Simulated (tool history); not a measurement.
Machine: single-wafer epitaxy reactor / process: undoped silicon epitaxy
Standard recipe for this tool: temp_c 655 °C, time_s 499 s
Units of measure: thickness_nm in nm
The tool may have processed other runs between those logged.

run    hour  temp_c  time_s  wafers since the last listed run  hours since the last pyrometer calibration  hours since the gauge calibration  read-back reference wafer on the same gauge, thickness_nm  thickness_nm
  1       0     655     499                                 0                                      1754.8                              748.8                                                    108.966        94.075
  2      30     655     499                               147                                      1784.8                              778.8                                                    109.085        93.901
  3    55.4     655     499                               125                                      1810.2                              804.2                                                    109.101        94.271
  4   106.3     655     499                               250                                      1861.1                              855.1                                                     109.07        94.245
  5   166.3     655     499                               295                                      1921.1                              915.1                                                     109.17        93.797
  6   222.1     655     499                               275                                      1976.9                              970.9                                                    109.136        94.425
  7   291.2     655     499                               340                                        2046                               1040                                                    109.223        94.221
  8   358.7     655     499                               332                                      2113.5                             1107.5                                                    109.251         94.46
  9   424.5     655     499                               324                                      2179.3                             1173.3                                                    109.408        94.823
 10   481.1     648     499                               278                                      2235.9                             1229.9                                                    109.402        79.699
 11   629.9     648     499                               733                                      2384.7                             1378.7                                                     109.51        79.714
 12   675.4     648     499                               224                                      2430.2                             1424.2                                                     109.58        79.459
 13   704.7     655     499                               144                                      2459.5                             1453.5                                                    109.512        94.489
        748  -- pyrometer calibrated
 14     757     668     418                               218                                           9                             1505.8                                                    109.567       108.574
 15   791.9     655     499                               172                                        43.9                             1540.7                                                    109.604        94.493
 16   827.2     641     594                               173                                        79.2                               1576                                                    109.648        79.519
 17   882.7     669     425                               273                                       134.7                             1631.5                                                     109.67       112.895
      931.6  -- gauge calibrated
 18   936.8     669     546                               266                                       188.8                                5.2                                                    108.338        144.01
 19   996.9     662     425                               296                                       248.9                               65.3                                                    108.326        94.741
 20  1022.2     651     587                               124                                       274.2                               90.6                                                    108.464        99.875
 21    1068     650     549                               225                                         320                              136.4                                                    108.361        91.308
 22  1250.1     641     499                               897                                       502.1                              318.5                                                    108.627        66.194
 23  1300.5     655     585                               248                                       552.5                              368.9                                                    108.654        109.78
 24  1417.3     651     410                               575                                       669.3                              485.7                                                    108.757         70.33
 25  1444.1     655     499                               132                                       696.1                              512.5                                                    108.826        94.105
 26  1495.8     663     473                               254                                       747.8                              564.2                                                    108.762       108.509
 27  1545.7     655     499                               245                                       797.7                              614.1                                                    108.761        93.898

What if the next run were any one of these 3? Each begins from the tool's condition after run 27:
  A  1546.2     655     499                                 2                                       798.2                              614.6                                                          ?             ?
  B  1546.2     660     527                                 2                                       798.2                              614.6                                                          ?             ?
  C  1546.2     649     525                                 2                                       798.2                              614.6                                                          ?             ?

run  read-back reference wafer on the same gauge, thickness_nm  thickness_nm
  A                                                     108.71        93.852
  B                                                     108.71       111.991
  C                                                     108.71        85.114
What these runs would have given with no unlogged condition in the tool:
run  thickness_nm
  A          93.4
  B       111.452
  C        84.704
